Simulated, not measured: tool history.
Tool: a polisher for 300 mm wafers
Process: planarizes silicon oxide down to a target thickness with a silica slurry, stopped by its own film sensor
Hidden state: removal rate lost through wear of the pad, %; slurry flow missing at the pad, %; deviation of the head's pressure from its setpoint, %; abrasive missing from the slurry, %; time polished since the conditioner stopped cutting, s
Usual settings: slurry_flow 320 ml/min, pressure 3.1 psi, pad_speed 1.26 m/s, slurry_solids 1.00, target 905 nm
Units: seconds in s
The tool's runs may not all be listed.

run	hour	slurry_flow	pressure	pad_speed	slurry_solids	target	wafers since the last listed run	wafers polished on this pad	hours since the slurry nozzle was cleaned	hours since the head pressure was calibrated	hours since the slurry blender was calibrated	hours since the conditioning disc was replaced	incoming thickness of the incoming film, nm	seconds
1	0.0	345	3.1	1.46	1.00	905	0	75	415.9	85.3	107.0	235.6	1133.3	94.2
# hour 10.2: conditioning disc replaced and pad reconditioned
2	46.1	345	3.1	1.46	1.00	905	411	486	462.0	131.4	153.1	35.9	1108.5	83.7
3	103.1	320	3.1	1.26	1.00	905	531	1018	519.0	188.4	210.1	92.9	1118.6	98.9
4	145.8	320	3.1	1.26	1.00	905	398	1416	561.7	231.1	252.8	135.6	1095.0	83.0
# hour 156.5: slurry blender recalibrated
5	184.9	320	3.1	1.26	1.00	905	346	1762	600.8	270.2	28.4	174.7	1127.0	100.8
# hour 189.8: worn pad replaced by a new one
# hour 212.3: slurry nozzle cleaned
# hour 223.9: conditioning disc replaced and pad reconditioned
6	248.1	355	3.1	1.26	1.25	905	524	516	35.8	333.4	91.6	24.2	1114.9	81.8
7	310.8	320	3.1	1.26	1.00	905	584	1101	98.5	396.1	154.3	86.9	1115.0	96.4
8	344.7	320	3.1	1.26	1.00	905	316	1417	132.4	430.0	188.2	120.8	1091.6	84.9
# hour 393.5: worn pad replaced by a new one
9	408.6	320	3.1	1.26	1.00	905	558	141	196.3	493.9	252.1	184.7	1121.3	98.9
# hour 421.1: conditioning disc replaced and pad reconditioned
# hour 438.9: slurry blender recalibrated
10	516.7	265	3.1	1.26	1.00	948	971	1112	304.4	602.0	77.8	95.6	1097.6	69.0
# hour 556.3: head pressure recalibrated
11	560.0	265	3.1	1.26	1.00	948	385	1497	347.7	3.7	121.1	138.9	1123.9	82.6
12	586.7	320	3.6	1.26	1.00	905	249	1746	374.4	30.4	147.8	165.6	1106.5	78.8
# hour 608.0: conditioning disc replaced and pad reconditioned
13	611.7	415	2.4	1.26	0.85	965	214	1961	399.4	55.4	172.8	3.7	1105.7	91.7
# hour 637.2: worn pad replaced by a new one
14	656.1	320	3.1	1.26	1.00	873	376	175	443.8	99.8	217.2	48.1	1123.6	113.0
15	688.2	225	3.1	0.96	0.90	971	299	475	475.9	131.9	249.3	80.2	1111.4	82.2
# hour 713.7: slurry blender recalibrated
16	721.5	320	3.4	1.26	1.00	905	291	767	509.2	165.2	7.8	113.5	1111.7	87.0
# hour 746.0: slurry nozzle cleaned
17	774.9	360	2.6	1.26	1.00	952	488	1256	28.9	218.6	61.2	166.9	1093.8	75.3
# hour 808.5: conditioning disc replaced and pad reconditioned
18	821.4	320	3.1	1.26	1.20	934	415	1671	75.4	265.1	107.7	12.9	1107.5	69.9
# hour 868.8: worn pad replaced by a new one
19	876.7	320	3.1	1.60	1.00	938	478	73	130.7	320.4	163.0	68.2	1125.0	72.3
20	936.3	320	3.6	1.26	1.00	905	555	629	190.3	380.0	222.6	127.8	1130.9	88.4
21	985.7	320	3.1	1.26	1.00	905	460	1090	239.7	429.4	272.0	177.2	1114.5	93.9
# hour 993.6: slurry blender recalibrated
# hour 1019.5: conditioning disc replaced and pad reconditioned
22	1034.2	320	2.6	1.26	1.30	905	415	1505	288.2	477.9	40.6	14.7	1101.0	90.6
23	1078.1	270	2.7	1.26	1.10	905	409	1915	332.1	521.8	84.5	58.6	1109.2	101.2

5 ways to go on from here, each from the tool as it stands after run 23. What would each give?
A	1078.6	320	3.1	1.26	1.00	956	4	1919	332.6	522.3	85.0	59.1	1122.2	?
B	1078.6	355	3.1	1.26	0.90	843	4	1919	332.6	522.3	85.0	59.1	1122.2	?
C	1078.6	320	3.1	1.26	1.00	856	4	1919	332.6	522.3	85.0	59.1	1122.2	?
D	1078.6	320	2.2	1.26	0.85	905	4	1919	332.6	522.3	85.0	59.1	1122.2	?
E	1078.6	370	3.1	1.26	0.90	905	4	1919	332.6	522.3	85.0	59.1	1122.2	?

run	seconds
A	74.9
B	134.6
C	120.0
D	155.6
E	104.4
Without the tool's hidden state the same runs would have given:
run	seconds
A	74.9
B	134.6
C	120.0
D	155.6
E	104.4
